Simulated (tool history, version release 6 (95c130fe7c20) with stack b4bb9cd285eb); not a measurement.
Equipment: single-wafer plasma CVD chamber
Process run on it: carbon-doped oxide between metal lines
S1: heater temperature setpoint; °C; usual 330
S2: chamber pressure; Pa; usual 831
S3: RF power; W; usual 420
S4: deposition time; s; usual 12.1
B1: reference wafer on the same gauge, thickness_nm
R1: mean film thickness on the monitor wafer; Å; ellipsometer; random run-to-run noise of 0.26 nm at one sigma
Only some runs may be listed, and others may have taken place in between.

run	day	S1	S2	S3	S4	B1	R1
1	0	330	831	420	12.1	69.403	592.6
2	0.671	330	831	420	12.1	69.434	594.99
3	1.733	330	831	420	12.1	69.399	594.47
4	2.688	330	831	420	12.1	69.451	593.02
# day 3.721: thermocouple changed; heater temperature recalibrated
# day 3.742: showerhead replaced
5	3.762	330	831	420	12.1	69.323	593.12
# day 4.875: capacitance manometer re-zeroed and calibrated
6	5.217	330	831	420	12.1	69.449	590.62
7	6.2	324	831	420	12.1	69.387	605.1
8	7.483	330	831	420	12.1	69.349	594.4
9	8.221	330	831	420	12.1	69.231	592.95
10	9.125	330	831	420	12.1	69.394	588.88
11	10.062	330	831	420	14	69.318	679.78
12	10.704	344	889	365	12.1	69.595	515.59
# day 11.538: RF generator calibrated
13	11.75	324	911	480	10.4	69.424	599.08
14	13.138	330	831	420	12.1	69.232	618.21
15	16.425	330	892	340	12.1	69.33	535.55
16	17.088	318	684	370	12.1	69.44	570.04
17	17.729	330	919	455	12.1	69.446	643.59
18	19.225	321	717	420	12.1	69.346	616.93
19	20.258	330	1033	445	14	69.427	730.66
# day 20.267: gauge calibrated
20	21.617	330	707	420	10.8	69.421	530.49
21	22.488	330	893	420	9.8	69.364	489.16
22	23.133	317	831	495	12.1	69.341	694.71
23	25.225	330	831	420	12.1	69.328	592.52
24	26.458	330	624	495	12.1	69.319	642.48
25	27.304	330	831	420	12.1	69.329	593.68
26	28.767	335	752	450	11	69.444	554.21
27	29.608	330	831	420	12.1	69.458	596.95
28	30.679	330	760	380	13.1	69.395	599
29	31.804	336	831	420	13.6	69.384	652.3

Here are 4 independent what-if runs from the current tool condition. What would each one return?
A	31.821	330	831	375	12.1	?	?
B	31.821	319	908	475	9.8	?	?
C	31.821	330	831	490	12.1	?	?
D	31.821	330	831	455	11.1	?	?

run	B1	R1
A	69.319	547.36
B	69.319	543.46
C	69.319	654.92
D	69.319	572.56
The same runs, with their run-to-run variation unchanged, on a tool lacking any hidden condition would have given:
run	R1
A	577.73
B	570.64
C	685.73
D	603.08
